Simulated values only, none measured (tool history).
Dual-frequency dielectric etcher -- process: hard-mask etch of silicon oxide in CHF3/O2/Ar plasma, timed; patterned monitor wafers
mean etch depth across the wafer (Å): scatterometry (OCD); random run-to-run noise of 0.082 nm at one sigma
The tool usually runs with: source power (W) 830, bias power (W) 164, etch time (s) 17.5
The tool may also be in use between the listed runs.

run    hour  source power (W)  bias power (W)  etch time (s)  wafers since the last listed run  hours since the last wet clean  hours since the last source power generator calibration  hours since the last bias power generator calibration  hours since the last upper electrode change  hours since the gauge calibration  read-back reference wafer on the same gauge, depth_nm  mean etch depth across the wafer (Å)
  1       0               830             164           17.5                                 0                           517.2                                                   1626.7                                                 2865.2                                       3175.9                              795.6                                                  31.59                                 378.6
          7  -- wet clean of the chamber
  2    68.3               770             164           17.5                               922                            61.3                                                     1695                                                 2933.5                                       3244.2                              863.9                                                  31.61                                 362.5
  3   221.9               770             164           17.5                              2314                           214.9                                                   1848.6                                                 3087.1                                       3397.8                             1017.5                                                  31.61                                 364.6
  4   288.8               830             164           17.5                              1007                           281.8                                                   1915.5                                                   3154                                       3464.7                             1084.4                                                  31.59                                 375.8
  5     330               830             164           17.5                               620                             323                                                   1956.7                                                 3195.2                                       3505.9                             1125.6                                                  31.61                                 378.4
  6   362.6               830             164           17.5                               491                           355.6                                                   1989.3                                                 3227.8                                       3538.5                             1158.2                                                  31.61                                 378.9
      415.6  -- gauge calibrated
  7   426.3               830             164           19.5                               959                           419.3                                                     2053                                                 3291.5                                       3602.2                               10.7                                                  31.61                                 421.8
  8   483.8               830             164           17.5                               866                           476.8                                                   2110.5                                                   3349                                       3659.7                               68.2                                                   31.6                                 380.4
  9   527.4               830             164           17.5                               656                           520.4                                                   2154.1                                                 3392.6                                       3703.3                              111.8                                                  31.59                                 378.9
      580.5  -- wet clean of the chamber
 10     582               830             164           17.5                               461                             1.5                                                   2208.7                                                 3447.2                                       3757.9                              166.4                                                  31.61                                 375.1
      605.2  -- bias power generator calibrated
        614  -- upper electrode replaced
 11   619.2               760             175           15.5                               366                            38.7                                                   2245.9                                                     14                                          5.2                              203.6                                                  31.61                                   325
 12     674              1040             180           17.5                               825                            93.5                                                   2300.7                                                   68.8                                           60                              258.4                                                  31.59                                   426
 13   726.9               830             164           17.5                               796                           146.4                                                   2353.6                                                  121.7                                        112.9                              311.3                                                  31.61                                 377.2
      783.1  -- source power generator calibrated
 14   840.5               700             164           14.5                              1651                             260                                                     57.4                                                  235.3                                        226.5                              424.9                                                   31.6                                 284.2
 15   864.6               830             164           17.5                               363                           284.1                                                     81.5                                                  259.4                                        250.6                                449                                                   31.6                                 371.4
 16   915.6               640             127             15                               768                           335.1                                                    132.5                                                  310.4                                        301.6                                500                                                  31.62                                   267
 17   962.1               950             202             15                               700                           381.6                                                      179                                                  356.9                                        348.1                              546.5                                                  31.59                                 357.9
 18  1021.3               830             205           14.5                               891                           440.8                                                    238.2                                                  416.1                                        407.3                              605.7                                                   31.6                                 328.7
     1056.1  -- wet clean of the chamber
 19  1091.3               650             142           22.5                               693                            35.2                                                    308.2                                                  486.1                                        477.3                              675.7                                                   31.6                                   412
 20  1128.1               830             130           17.5                               554                              72                                                      345                                                  522.9                                        514.1                              712.5                                                  31.61                                 350.3
 21  1168.8               630             164           17.5                               613                           112.7                                                    385.7                                                  563.6                                        554.8                              753.2                                                   31.6                                 328.1

Consider 4 possible next runs. They are alternatives, not a sequence: every one starts from the tool as it was left by run 21. What does each give?
  A  1169.2               830             164           17.5                                 6                           113.1                                                    386.1                                                    564                                        555.2                              753.6                                                      ?                                     ?
  B  1169.2              1000             164             21                                 6                           113.1                                                    386.1                                                    564                                        555.2                              753.6                                                      ?                                     ?
  C  1169.2              1000             139           17.5                                 6                           113.1                                                    386.1                                                    564                                        555.2                              753.6                                                      ?                                     ?
  D  1169.2               830             189           17.5                                 6                           113.1                                                    386.1                                                    564                                        555.2                              753.6                                                      ?                                     ?

run  read-back reference wafer on the same gauge, depth_nm  mean etch depth across the wafer (Å)
  A                                                  31.61                                 370.4
  B                                                  31.61                                 482.4
  C                                                  31.61                                 386.6
  D                                                  31.61                                   384
With the hidden condition removed and each run's random variation left untouched, the same runs would have given:
run  mean etch depth across the wafer (Å)
  A                                 366.3
  B                                 477.1
  C                                 382.3
  D                                 379.9

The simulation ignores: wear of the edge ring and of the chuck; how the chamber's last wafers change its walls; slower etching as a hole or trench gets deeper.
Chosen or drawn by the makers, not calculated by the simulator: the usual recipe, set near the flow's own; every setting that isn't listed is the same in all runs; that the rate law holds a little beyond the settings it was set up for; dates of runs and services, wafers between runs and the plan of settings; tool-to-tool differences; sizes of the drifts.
